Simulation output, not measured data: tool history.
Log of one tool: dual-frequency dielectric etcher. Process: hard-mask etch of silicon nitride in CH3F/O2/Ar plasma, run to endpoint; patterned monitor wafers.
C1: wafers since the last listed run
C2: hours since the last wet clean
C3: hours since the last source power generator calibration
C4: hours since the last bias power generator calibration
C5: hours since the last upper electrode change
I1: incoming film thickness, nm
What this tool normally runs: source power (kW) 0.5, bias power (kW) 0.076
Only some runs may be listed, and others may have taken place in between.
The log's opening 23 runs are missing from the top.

{"run": 24, "hour": 589.9, "source power (kW)": 0.43, "bias power (kW)": 0.084, "C1": 162, "C2": 23.3, "C3": 414.1, "C4": 147.1, "C5": 517.6, "I1": 43.91, "endpoint time (s)": 58.2}
{"run": 25, "hour": 619.7, "source power (kW)": 0.58, "bias power (kW)": 0.06, "C1": 306, "C2": 53.1, "C3": 443.9, "C4": 176.9, "C5": 547.4, "I1": 44.15, "endpoint time (s)": 61.1}
{"run": 26, "hour": 695.4, "source power (kW)": 0.5, "bias power (kW)": 0.076, "C1": 778, "C2": 128.8, "C3": 519.6, "C4": 252.6, "C5": 623.1, "I1": 44.55, "endpoint time (s)": 58.8}
{"run": 27, "hour": 714.3, "source power (kW)": 0.62, "bias power (kW)": 0.066, "C1": 194, "C2": 147.7, "C3": 538.5, "C4": 271.5, "C5": 642, "I1": 44.32, "endpoint time (s)": 57.8}
{"run": 28, "hour": 726.9, "source power (kW)": 0.43, "bias power (kW)": 0.088, "C1": 129, "C2": 160.3, "C3": 551.1, "C4": 284.1, "C5": 654.6, "I1": 44.11, "endpoint time (s)": 57.5}
{"run": 29, "hour": 746.0, "source power (kW)": 0.5, "bias power (kW)": 0.076, "C1": 196, "C2": 179.4, "C3": 570.2, "C4": 303.2, "C5": 673.7, "I1": 44.06, "endpoint time (s)": 57.9}
{"run": 30, "hour": 768.0, "source power (kW)": 0.61, "bias power (kW)": 0.063, "C1": 226, "C2": 201.4, "C3": 592.2, "C4": 325.2, "C5": 695.7, "I1": 44.05, "endpoint time (s)": 58.7}
{"run": 31, "hour": 853.1, "source power (kW)": 0.5, "bias power (kW)": 0.076, "C1": 875, "C2": 286.5, "C3": 677.3, "C4": 410.3, "C5": 780.8, "I1": 44.21, "endpoint time (s)": 58}
{"run": 32, "hour": 884.4, "source power (kW)": 0.5, "bias power (kW)": 0.076, "C1": 321, "C2": 317.8, "C3": 708.6, "C4": 441.6, "C5": 812.1, "I1": 44.22, "endpoint time (s)": 58}
{"run": 33, "hour": 920.0, "source power (kW)": 0.5, "bias power (kW)": 0.076, "C1": 366, "C2": 353.4, "C3": 744.2, "C4": 477.2, "C5": 847.7, "I1": 44.43, "endpoint time (s)": 58.4}
{"run": 34, "hour": 939.0, "source power (kW)": 0.5, "bias power (kW)": 0.076, "C1": 195, "C2": 372.4, "C3": 763.2, "C4": 496.2, "C5": 866.7, "I1": 44.03, "endpoint time (s)": 57.9}

Here are 5 independent what-if runs from the current tool condition. What would each one return?
{"run": "A", "hour": 939.4, "source power (kW)": 0.5, "bias power (kW)": 0.092, "C1": 4, "C2": 372.8, "C3": 763.6, "C4": 496.6, "C5": 867.1, "I1": 44.52, "endpoint time (s)": "?"}
{"run": "B", "hour": 939.4, "source power (kW)": 0.5, "bias power (kW)": 0.071, "C1": 4, "C2": 372.8, "C3": 763.6, "C4": 496.6, "C5": 867.1, "I1": 44.52, "endpoint time (s)": "?"}
{"run": "C", "hour": 939.4, "source power (kW)": 0.61, "bias power (kW)": 0.092, "C1": 4, "C2": 372.8, "C3": 763.6, "C4": 496.6, "C5": 867.1, "I1": 44.52, "endpoint time (s)": "?"}
{"run": "D", "hour": 939.4, "source power (kW)": 0.62, "bias power (kW)": 0.076, "C1": 4, "C2": 372.8, "C3": 763.6, "C4": 496.6, "C5": 867.1, "I1": 44.52, "endpoint time (s)": "?"}
{"run": "E", "hour": 939.4, "source power (kW)": 0.55, "bias power (kW)": 0.092, "C1": 4, "C2": 372.8, "C3": 763.6, "C4": 496.6, "C5": 867.1, "I1": 44.52, "endpoint time (s)": "?"}

run=A endpoint_time_(s)=53.8
run=B endpoint_time_(s)=59.8
run=C endpoint_time_(s)=50.5
run=D endpoint_time_(s)=54.3
run=E endpoint_time_(s)=52.2
Had the tool no hidden state, the same runs would have come out as:
run=A endpoint_time_(s)=54.4
run=B endpoint_time_(s)=60.5
run=C endpoint_time_(s)=51.1
run=D endpoint_time_(s)=54.9
run=E endpoint_time_(s)=52.8
